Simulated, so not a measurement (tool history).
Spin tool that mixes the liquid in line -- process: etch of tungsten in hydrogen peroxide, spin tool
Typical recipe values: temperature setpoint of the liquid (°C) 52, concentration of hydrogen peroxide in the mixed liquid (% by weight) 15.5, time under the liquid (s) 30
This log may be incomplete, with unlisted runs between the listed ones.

run	hour	temperature setpoint of the liquid (°C)	concentration of hydrogen peroxide in the mixed liquid (% by weight)	time under the liquid (s)	wafers since the last listed run	hours since the thermometer was replaced	hours since the peroxide flow meter was replaced	hours since the heated supply line was repaired	hours since the drum of peroxide was connected	hours since the gauge calibration	read-back film thickness of the tungsten reference wafer, read on the same gauge (nm)	thickness taken off the tungsten on a monitor wafer (angstrom)
1	0	52	15.5	30	0	2223.7	2436.3	665.6	117.2	2246	69.99	253.6
2	59.9	52	15.5	15	837	2283.6	2496.2	725.5	177.1	2305.9	70	124.2
# hour 80.3: peroxide flow meter replaced
# hour 110.8: gauge calibrated
3	117.8	52	15.5	15	795	2341.5	37.5	783.4	235	7	70	135.6
4	189.5	52	12.5	15	1002	2413.2	109.2	855.1	306.7	78.7	70	120.5
5	239.8	52	15.5	30	703	2463.5	159.5	905.4	357	129	69.97	265.2
6	373.6	45	12	30	1871	2597.3	293.3	1039.2	490.8	262.8	69.98	154.5
7	402.9	52	15.5	30	409	2626.6	322.6	1068.5	520.1	292.1	70	267.9
# hour 438.8: new drum of peroxide connected
8	455.1	56	15.5	40	716	2678.8	374.8	1120.7	16.3	344.3	70.03	455.4
9	517.2	46.5	15.5	25	868	2740.9	436.9	1182.8	78.4	406.4	70	157.5
# hour 583.2: heated supply line repaired
10	588.6	60.5	15.5	30	984	2812.3	508.3	5.4	149.8	477.8	70	434.5
# hour 617.6: thermometer replaced
11	639.1	52	15.5	30	692	21.5	558.8	55.9	200.3	528.3	70	267.2
12	671.4	52	15.5	30	451	53.8	591.1	88.2	232.6	560.6	70.03	264.6
13	826.7	55.5	15.5	15	2171	209.1	746.4	243.5	387.9	715.9	70.01	163.8
14	967.6	52	17	45	1970	350	887.3	384.4	528.8	856.8	70	408.2
# hour 980.9: new drum of peroxide connected
15	1015.4	45	14	40	654	397.8	935.1	432.2	34.5	904.6	69.98	219
16	1085.8	52	15.5	30	984	468.2	1005.5	502.6	104.9	975	69.99	268.9
17	1153.4	52	15.5	30	945	535.8	1073.1	570.2	172.5	1042.6	70.01	264.3
18	1194.2	55.5	15.5	30	570	576.6	1113.9	611	213.3	1083.4	69.98	320.6
19	1248	43.5	12	25	752	630.4	1167.7	664.8	267.1	1137.2	70.01	112.2
20	1286.2	52	15.5	30	534	668.6	1205.9	703	305.3	1175.4	70	263.2
21	1336	45	15.5	30	696	718.4	1255.7	752.8	355.1	1225.2	70.01	169.3
22	1406.6	52	15.5	30	987	789	1326.3	823.4	425.7	1295.8	70	259.5
23	1476.3	60	15.5	25	974	858.7	1396	893.1	495.4	1365.5	70	346.5
# hour 1501.6: new drum of peroxide connected
24	1525	47.5	13.5	40	667	907.4	1444.7	941.8	23.4	1414.2	70	247.9
25	1571.7	60	13	40	653	954.1	1491.4	988.5	70.1	1460.9	69.99	509.3
26	1637.3	52	19.5	20	917	1019.7	1557	1054.1	135.7	1526.5	70	195.8

Each row is a separate what-if for the run after 26, all from the same tool condition, not one after another. Results?
A	1637.7	52	15.5	40	5	1020.1	1557.4	1054.5	136.1	1526.9	?	?
B	1637.7	60.5	12	40	5	1020.1	1557.4	1054.5	136.1	1526.9	?	?
C	1637.7	52	17.5	45	5	1020.1	1557.4	1054.5	136.1	1526.9	?	?
D	1637.7	52	12.5	30	5	1020.1	1557.4	1054.5	136.1	1526.9	?	?

run	read-back film thickness of the tungsten reference wafer, read on the same gauge (nm)	thickness taken off the tungsten on a monitor wafer (angstrom)
A	69.99	340.6
B	69.99	494.1
C	69.99	407.1
D	69.99	229.4
Had the tool no hidden state, the same runs would have come out as:
run	thickness taken off the tungsten on a monitor wafer (angstrom)
A	357
B	517.9
C	426.7
D	240.4
